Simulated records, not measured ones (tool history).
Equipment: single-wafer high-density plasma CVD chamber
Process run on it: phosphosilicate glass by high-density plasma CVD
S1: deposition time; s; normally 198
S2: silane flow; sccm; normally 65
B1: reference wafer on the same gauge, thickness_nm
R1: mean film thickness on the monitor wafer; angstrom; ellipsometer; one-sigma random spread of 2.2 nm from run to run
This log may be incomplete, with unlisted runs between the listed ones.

Run 1, hour 0.0: usual settings but S2 74 sccm; B1 1260.626. Result: R1 13295.73 angstrom.
Run 2, hour 15.6: usual settings but S2 74 sccm; B1 1260.549. Result: R1 13278.68 angstrom.
Run 3, hour 28.9: usual settings but S1 180 s; B1 1260.126. Result: R1 10622.80 angstrom.
Run 4, hour 37.1: usual settings but S2 58 sccm; B1 1260.500. Result: R1 10426.67 angstrom.
Run 5, hour 51.3: usual settings; B1 1259.411. Result: R1 11659.60 angstrom.
Run 6, hour 63.7: usual settings but S2 72 sccm; B1 1260.175. Result: R1 12973.30 angstrom.
Run 7, hour 72.6: usual settings but S2 72 sccm; B1 1260.032. Result: R1 12960.99 angstrom.
Run 8, hour 80.3: usual settings but S2 72 sccm; B1 1259.728. Result: R1 12880.50 angstrom.
Run 9, hour 93.7: usual settings; B1 1260.492. Result: R1 11668.10 angstrom.
Run 10, hour 115.9: usual settings; B1 1259.731. Result: R1 11650.38 angstrom.
Run 11, hour 133.5: usual settings but S1 173 s, S2 70 sccm; B1 1260.340. Result: R1 10962.81 angstrom.
Run 12, hour 149.0: usual settings; B1 1259.893. Result: R1 11653.43 angstrom.
Run 13, hour 160.0: usual settings; B1 1260.081. Result: R1 11663.17 angstrom.
Run 14, hour 172.1: usual settings; B1 1259.885. Result: R1 11671.36 angstrom.
Run 15, hour 182.1: usual settings; B1 1260.097. Result: R1 11646.61 angstrom.
Run 16, hour 190.2: usual settings but S1 221 s; B1 1259.870. Result: R1 12987.30 angstrom.
Run 17, hour 198.3: usual settings; B1 1260.191. Result: R1 11595.60 angstrom.
Run 18, hour 208.8: usual settings; B1 1260.170. Result: R1 11613.91 angstrom.
Run 19, hour 216.1: usual settings; B1 1259.876. Result: R1 11646.62 angstrom.
Run 20, hour 223.2: usual settings but S1 216 s; B1 1259.858. Result: R1 12701.95 angstrom.
Run 21, hour 231.3: usual settings but S1 216 s; B1 1260.046. Result: R1 12699.24 angstrom.
Run 22, hour 264.3: usual settings; B1 1260.259. Result: R1 11595.14 angstrom.
Run 23, hour 277.8: usual settings; B1 1260.255. Result: R1 11604.66 angstrom.
Run 24, hour 289.2: usual settings but S1 165 s, S2 69 sccm; B1 1260.079. Result: R1 10278.87 angstrom.
Run 25, hour 341.2: usual settings but S1 159 s; B1 1260.066. Result: R1 9333.52 angstrom.
Run 26, hour 358.2: usual settings; B1 1260.627. Result: R1 11625.13 angstrom.
At hour 381.1: silane flow controller replaced.
Run 27, hour 384.2: usual settings but S1 170 s, S2 56 sccm; B1 1260.013. Result: R1 9135.80 angstrom.
Run 28, hour 391.9: usual settings but S1 223 s, S2 61 sccm; B1 1259.892. Result: R1 13021.94 angstrom.
Run 29, hour 408.6: usual settings but S1 161 s; B1 1259.971. Result: R1 10045.94 angstrom.
Run 30, hour 414.9: usual settings but S1 234 s, S2 72 sccm; B1 1260.294. Result: R1 16109.32 angstrom.
Run 31, hour 423.9: usual settings but S1 225 s, S2 72 sccm; B1 1260.259. Result: R1 15506.40 angstrom.
Run 32, hour 434.6: usual settings but S1 166 s, S2 57 sccm; B1 1259.435. Result: R1 9050.11 angstrom.
Run 33, hour 451.4: usual settings but S1 224 s, S2 57 sccm; B1 1259.406. Result: R1 12192.66 angstrom.
Run 34, hour 459.0: usual settings but S1 188 s, S2 77 sccm; B1 1260.214. Result: R1 13832.24 angstrom.
At hour 466.3: gauge calibrated.
Run 35, hour 473.0: usual settings but S1 213 s, S2 71 sccm; B1 1260.171. Result: R1 14514.73 angstrom.
Run 36, hour 505.0: usual settings but S2 72 sccm; B1 1260.093. Result: R1 13667.60 angstrom.
Run 37, hour 518.3: usual settings but S2 57 sccm; B1 1260.034. Result: R1 10773.05 angstrom.
Run 38, hour 529.7: usual settings but S2 69 sccm; B1 1259.978. Result: R1 13073.54 angstrom.
Run 39, hour 540.3: usual settings; B1 1260.378. Result: R1 12287.68 angstrom.
Run 40, hour 553.6: usual settings; B1 1260.406. Result: R1 12275.92 angstrom.
Run 41, hour 568.1: usual settings but S1 180 s, S2 76 sccm; B1 1260.307. Result: R1 13050.99 angstrom.
Run 42, hour 582.9: usual settings; B1 1260.595. Result: R1 12301.86 angstrom.
Run 43, hour 589.5: usual settings but S2 74 sccm; B1 1259.860. Result: R1 13984.44 angstrom.
Run 44, hour 605.9: usual settings; B1 1259.956. Result: R1 12313.88 angstrom.
Run 45, hour 619.0: usual settings but S1 175 s, S2 71 sccm; B1 1260.114. Result: R1 11852.80 angstrom.

For each run, what was the tool's unlogged condition?
gauge reads high (%): 0, the same for each run
H1: delivered silane flow above the setpoint (%)
run       H1
  1    -5.08
  2     -5.1
  3    -5.12
  4    -5.13
  5    -5.15
  6    -5.17
  7    -5.18
  8    -5.19
  9    -5.21
 10    -5.25
 11    -5.27
 12    -5.29
 13    -5.31
 14    -5.32
 15    -5.34
 16    -5.35
 17    -5.36
 18    -5.38
 19    -5.39
 20     -5.4
 21    -5.41
 22    -5.46
 23    -5.47
 24    -5.49
 25    -5.56
 26    -5.59
 27    0.304
 28    0.293
 29    0.269
 30     0.26
 31    0.247
 32    0.232
 33    0.208
 34    0.198
 35    0.178
 36    0.132
 37    0.114
 38   0.0975
 39   0.0825
 40   0.0637
 41   0.0431
 42   0.0222
 43   0.0128
 44  -0.0104
 45   -0.029
